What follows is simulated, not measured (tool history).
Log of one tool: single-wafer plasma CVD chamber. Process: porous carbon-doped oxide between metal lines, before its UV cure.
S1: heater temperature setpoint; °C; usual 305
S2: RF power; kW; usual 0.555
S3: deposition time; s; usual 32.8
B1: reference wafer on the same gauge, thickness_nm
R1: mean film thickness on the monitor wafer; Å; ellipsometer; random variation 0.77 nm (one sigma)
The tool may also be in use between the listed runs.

Run 1, hour 0: usual settings; B1 166.186. Result: R1 1611.3 Å.
Run 2, hour 53: usual settings; B1 166.169. Result: R1 1604.64 Å.
Run 3, hour 119.9: usual settings; B1 166.052. Result: R1 1605.64 Å.
Run 4, hour 205.5: usual settings; B1 165.961. Result: R1 1611.57 Å.
Run 5, hour 283.5: usual settings; B1 165.914. Result: R1 1601.26 Å.
Run 6, hour 336.6: usual settings; B1 166.224. Result: R1 1607.64 Å.
Run 7, hour 391.9: usual settings; B1 165.828. Result: R1 1608.5 Å.
At hour 568.1: gauge calibrated.
Run 8, hour 571.7: usual settings; B1 165.921. Result: R1 1615.34 Å.
At hour 683.7: RF generator calibrated.
Run 9, hour 731.7: usual settings; B1 165.927. Result: R1 1600.55 Å.
Run 10, hour 807: usual settings; B1 165.887. Result: R1 1573.14 Å.
At hour 870.9: thermocouple changed; heater temperature recalibrated.
Run 11, hour 912.9: usual settings but S1 313 °C, S2 0.45 kW, S3 38.2 s; B1 166.157. Result: R1 1624.26 Å.
At hour 937.3: showerhead replaced.
Run 12, hour 1013.1: usual settings but S1 293 °C, S2 0.615 kW, S3 39.2 s; B1 166.002. Result: R1 2083.45 Å.
At hour 1058.9: RF generator calibrated, repeated, since the last time left the tool worse.
Run 13, hour 1059.4: usual settings but S1 294 °C, S2 0.635 kW, S3 36 s; B1 165.959. Result: R1 2010.14 Å.
Run 14, hour 1110.1: usual settings but S1 293 °C, S2 0.52 kW; B1 165.978. Result: R1 1717.48 Å.
Run 15, hour 1150.6: usual settings; B1 166.115. Result: R1 1626.07 Å.
Run 16, hour 1431: usual settings but S1 300 °C, S3 30.6 s; B1 166.016. Result: R1 1554.27 Å.
At hour 1514.4: gauge calibrated.
Run 17, hour 1525.5: usual settings; B1 165.911. Result: R1 1606.32 Å.
Run 18, hour 1600.9: usual settings but S1 290 °C, S2 0.655 kW, S3 31 s; B1 166.107. Result: R1 1795.9 Å.
Run 19, hour 1648.6: usual settings but S1 292 °C, S2 0.515 kW, S3 26.6 s; B1 166.222. Result: R1 1379.31 Å.

Forecast each of these 4 alternatives for the next run:
Run A, hour 1649: usual settings; B1 ?. Result: R1 ?.
Run B, hour 1649: usual settings but S1 295 °C, S2 0.495 kW, S3 38 s; B1 ?. Result: R1 ?.
Run C, hour 1649: usual settings but S1 294 °C, S2 0.595 kW, S3 38.1 s; B1 ?. Result: R1 ?.
Run D, hour 1649: usual settings but S1 298 °C; B1 ?. Result: R1 ?.

run      B1       R1
  A  166.05  1623.04
  B  166.05  1893.29
  C  166.05  2049.56
  D  166.05  1685.72
Without the tool's hidden state the same runs would have given:
run       R1
  A  1643.57
  B  1917.47
  C   2075.2
  D  1707.04

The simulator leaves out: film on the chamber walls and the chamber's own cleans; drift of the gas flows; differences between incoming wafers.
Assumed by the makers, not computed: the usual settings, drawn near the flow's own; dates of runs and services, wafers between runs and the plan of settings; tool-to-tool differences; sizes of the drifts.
